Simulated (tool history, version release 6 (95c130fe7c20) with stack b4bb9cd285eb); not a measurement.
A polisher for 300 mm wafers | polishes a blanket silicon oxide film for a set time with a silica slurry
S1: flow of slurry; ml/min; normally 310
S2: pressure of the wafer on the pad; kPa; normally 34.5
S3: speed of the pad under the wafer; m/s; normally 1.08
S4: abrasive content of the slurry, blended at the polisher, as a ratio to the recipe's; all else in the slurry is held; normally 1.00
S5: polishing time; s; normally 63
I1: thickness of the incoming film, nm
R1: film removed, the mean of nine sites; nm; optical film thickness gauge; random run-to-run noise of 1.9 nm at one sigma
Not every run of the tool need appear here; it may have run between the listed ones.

| run | hour | S1 | S2 | S3 | S4 | S5 | I1 | R1 |
|---|---|---|---|---|---|---|---|---|
| 1 | 0.0 | 310 | 34.5 | 1.08 | 1.00 | 63 | 1491.0 | 247.1 |
|  | 23.8 | head pressure recalibrated |
|  | 46.6 | slurry blender recalibrated |
| 2 | 50.3 | 310 | 34.5 | 0.94 | 1.00 | 63 | 1499.0 | 245.2 |
|  | 72.2 | slurry nozzle cleaned |
|  | 77.7 | worn pad replaced by a new one |
| 3 | 112.5 | 310 | 34.5 | 0.94 | 1.00 | 63 | 1496.6 | 238.5 |
| 4 | 170.6 | 310 | 34.5 | 0.94 | 1.00 | 63 | 1490.4 | 236.4 |
| 5 | 210.2 | 310 | 34.5 | 1.08 | 1.00 | 63 | 1469.5 | 257.3 |
|  | 245.3 | conditioning disc replaced and pad reconditioned |
| 6 | 276.5 | 310 | 34.5 | 1.08 | 1.00 | 63 | 1499.5 | 254.4 |
| 7 | 314.1 | 230 | 34.5 | 0.90 | 1.25 | 63 | 1498.6 | 250.5 |
| 8 | 347.8 | 310 | 34.5 | 1.08 | 1.00 | 63 | 1515.6 | 250.9 |
| 9 | 386.9 | 255 | 34.5 | 1.44 | 1.00 | 63 | 1491.7 | 298.2 |
|  | 414.7 | slurry blender recalibrated |
| 10 | 426.4 | 310 | 34.5 | 1.08 | 1.20 | 63 | 1503.2 | 291.3 |
|  | 452.1 | worn pad replaced by a new one, of another model than before |
| 11 | 455.6 | 310 | 34.5 | 1.08 | 1.00 | 63 | 1491.8 | 261.2 |
| 12 | 501.4 | 310 | 34.5 | 1.08 | 1.00 | 63 | 1491.8 | 259.1 |
| 13 | 562.6 | 310 | 34.5 | 1.08 | 1.00 | 63 | 1478.8 | 257.0 |
|  | 578.0 | conditioning disc replaced and pad reconditioned |
| 14 | 599.9 | 350 | 26.9 | 0.90 | 1.00 | 63 | 1484.0 | 201.4 |
| 15 | 628.3 | 310 | 25.5 | 1.08 | 1.00 | 47 | 1481.7 | 166.8 |
| 16 | 653.5 | 310 | 34.5 | 1.08 | 1.00 | 63 | 1503.9 | 251.0 |
| 17 | 680.8 | 360 | 34.5 | 1.08 | 0.80 | 79 | 1512.1 | 282.1 |
|  | 707.5 | slurry blender recalibrated |
|  | 752.2 | head pressure recalibrated |
| 18 | 752.7 | 310 | 34.5 | 1.08 | 1.00 | 63 | 1498.1 | 261.6 |
| 19 | 776.8 | 310 | 34.5 | 1.08 | 1.00 | 81 | 1486.9 | 338.1 |
|  | 805.7 | worn pad replaced by a new one |
| 20 | 820.6 | 310 | 34.5 | 0.82 | 0.75 | 63 | 1508.1 | 168.9 |
| 21 | 866.9 | 310 | 42.1 | 1.08 | 1.10 | 63 | 1516.8 | 294.7 |
|  | 928.1 | slurry nozzle cleaned |
| 22 | 930.0 | 310 | 34.5 | 1.08 | 1.00 | 63 | 1501.7 | 249.3 |
|  | 941.4 | conditioning disc replaced and pad reconditioned |
| 23 | 958.9 | 235 | 34.5 | 1.08 | 1.00 | 63 | 1533.1 | 238.4 |
| 24 | 1008.4 | 240 | 44.8 | 1.08 | 0.75 | 49 | 1507.2 | 175.3 |

Give the tool's hidden conditions for every run:
removal rate lost through wear of the pad, %: 0 across all the runs
slurry flow missing at the pad, %: 0 across all the runs
deviation of the head's pressure from its setpoint, %: 0 across all the runs
time polished since the conditioner stopped cutting, s: 0 across all the runs
H1: abrasive missing from the slurry, %
| run | H1 |
|---|---|
| 1 | 11.5 |
| 2 | 0.544 |
| 3 | 4.79 |
| 4 | 7.11 |
| 5 | 8.13 |
| 6 | 9.22 |
| 7 | 9.6 |
| 8 | 9.85 |
| 9 | 10.1 |
| 10 | 1.21 |
| 11 | 3.33 |
| 12 | 5.74 |
| 13 | 7.75 |
| 14 | 8.53 |
| 15 | 8.98 |
| 16 | 9.29 |
| 17 | 9.56 |
| 18 | 5.29 |
| 19 | 6.62 |
| 20 | 8.42 |
| 21 | 9.7 |
| 22 | 10.8 |
| 23 | 11.1 |
| 24 | 11.5 |
